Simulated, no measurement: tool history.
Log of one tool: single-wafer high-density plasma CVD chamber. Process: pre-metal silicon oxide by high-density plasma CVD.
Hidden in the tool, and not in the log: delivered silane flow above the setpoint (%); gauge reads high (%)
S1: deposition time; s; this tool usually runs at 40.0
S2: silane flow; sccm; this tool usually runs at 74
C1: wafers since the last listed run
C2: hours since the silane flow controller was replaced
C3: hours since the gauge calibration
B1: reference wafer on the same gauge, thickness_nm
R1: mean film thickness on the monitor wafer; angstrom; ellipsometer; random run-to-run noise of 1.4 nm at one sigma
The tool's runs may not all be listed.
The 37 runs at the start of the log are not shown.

| run | day | S1 | S2 | C1 | C2 | C3 | B1 | R1 |
|---|---|---|---|---|---|---|---|---|
| 38 | 117.354 | 40.0 | 74 | 4347 | 1376.3 | 553.7 | 236.119 | 2551.33 |
| 39 | 121.054 | 45.1 | 66 | 1824 | 1465.1 | 642.5 | 236.464 | 2576.79 |
| 40 | 124.521 | 37.0 | 74 | 1709 | 1548.3 | 725.7 | 236.461 | 2372.46 |
| 41 | 127.833 | 34.8 | 78 | 1633 | 1627.8 | 805.2 | 237.046 | 2340.56 |
| 42 | 130.583 | 40.0 | 74 | 1356 | 1693.8 | 871.2 | 237.047 | 2575.13 |
| 43 | 142.375 | 33.0 | 88 | 5814 | 1976.8 | 1154.2 | 238.402 | 2523.90 |
| 44 | 144.025 | 37.9 | 63 | 813 | 2016.4 | 1193.8 | 238.676 | 2094.08 |
| 45 | 147.333 | 47.2 | 61 | 1631 | 2095.8 | 1273.2 | 238.993 | 2516.97 |

Alternative continuations, all from the tool just after run 45; predict every row:
| A | 147.350 | 40.0 | 81 | 8 | 2096.2 | 1273.6 | ? | ? |
| B | 147.350 | 46.3 | 70 | 8 | 2096.2 | 1273.6 | ? | ? |
| C | 147.350 | 37.6 | 63 | 8 | 2096.2 | 1273.6 | ? | ? |
| D | 147.350 | 44.9 | 64 | 8 | 2096.2 | 1273.6 | ? | ? |
| E | 147.350 | 36.8 | 86 | 8 | 2096.2 | 1273.6 | ? | ? |

| run | B1 | R1 |
|---|---|---|
| A | 239.030 | 2822.51 |
| B | 239.030 | 2823.38 |
| C | 239.030 | 2063.57 |
| D | 239.030 | 2503.32 |
| E | 239.030 | 2757.00 |
With no hidden state in the tool, these same runs would have given:
| run | R1 |
|---|---|
| A | 2798.65 |
| B | 2799.51 |
| C | 2046.12 |
| D | 2482.16 |
| E | 2733.69 |

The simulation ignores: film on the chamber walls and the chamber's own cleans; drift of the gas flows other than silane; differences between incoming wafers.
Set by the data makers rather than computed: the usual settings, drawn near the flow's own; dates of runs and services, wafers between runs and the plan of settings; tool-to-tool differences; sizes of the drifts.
